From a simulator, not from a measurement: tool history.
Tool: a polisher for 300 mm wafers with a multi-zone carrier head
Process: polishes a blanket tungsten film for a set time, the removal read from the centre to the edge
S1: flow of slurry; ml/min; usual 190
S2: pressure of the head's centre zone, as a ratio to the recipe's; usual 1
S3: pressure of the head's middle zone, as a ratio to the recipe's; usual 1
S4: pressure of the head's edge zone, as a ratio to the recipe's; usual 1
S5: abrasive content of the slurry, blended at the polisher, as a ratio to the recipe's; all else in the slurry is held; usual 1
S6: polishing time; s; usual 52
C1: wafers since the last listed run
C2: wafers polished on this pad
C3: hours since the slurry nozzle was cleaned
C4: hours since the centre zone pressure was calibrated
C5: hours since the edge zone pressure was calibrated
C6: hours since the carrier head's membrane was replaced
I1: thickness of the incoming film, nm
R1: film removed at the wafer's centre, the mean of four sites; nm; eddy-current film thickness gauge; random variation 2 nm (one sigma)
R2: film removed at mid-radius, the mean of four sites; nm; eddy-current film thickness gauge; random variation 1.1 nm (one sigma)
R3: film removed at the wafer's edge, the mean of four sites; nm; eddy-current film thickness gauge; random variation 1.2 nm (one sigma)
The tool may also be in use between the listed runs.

run   hour   S1    S2  S3    S4    S5  S6    C1    C2     C3      C4     C5     C6     I1     R1     R2     R3
  1      0  190     1   1     1     1  61     0  2313   53.4   995.1    361  456.1  642.5  154.6  167.9  159.9
      28.3  -- worn pad replaced by a new one
  2     91  190     1   1     1     1  52  1198   863  144.4  1086.1    452  547.1  644.2  136.5  152.9  145.1
     129.8  -- edge zone pressure recalibrated
  3  142.2  190     1   1     1     1  52   678  1541  195.6  1137.3   12.4  598.3  634.8  133.2  147.8  139.7
     225.2  -- worn pad replaced by a new one
       229  -- carrier head's membrane replaced by a new one
  4  232.9  160     1   1     1     1  52  1142    53  286.3    1228  103.1    3.9    638    132  147.5  141.9
  5  279.4  190     1   1     1     1  52   640   694  332.8  1274.5  149.6   50.4  637.9  133.6  149.9  143.9
  6  375.9  190     1   1     1     1  52  1329  2024  429.3    1371  246.1  146.9  642.5  124.6  144.1  139.2
     421.1  -- worn pad replaced by a new one
  7  423.3  190     1   1     1     1  52   598    30  476.7  1418.4  293.5  194.3  630.7    137  153.3  145.3
     488.2  -- centre zone pressure recalibrated
  8  498.6  190     1   1     1     1  52  1010  1040    552    10.4  368.8  269.6  645.3  151.1  151.4  142.3
     563.9  -- edge zone pressure recalibrated
  9  578.7  235  0.93   1  1.09  1.25  52  1076  2117  632.1    90.5   14.8  349.7  634.1  143.1  154.7  153.2
 10  623.2  190  1.05   1     1  1.25  52   613  2730  676.6     135   59.3  394.2  631.7  153.1  145.7  140.9

Forecast run 11:
     644.6  -- slurry nozzle cleaned
     665.4  -- worn pad replaced by a new one
 11  727.1  145   1  0.93   1   1  52  1362  850  82.5  238.9  163.2  498.1  642.3   ?   ?   ?

R1: 139.8 nm
R2: 137.7 nm
R3: 138.7 nm
Without the tool's hidden state the same run would have given R1 142 nm, R2 141.6 nm, R3 142.6 nm.
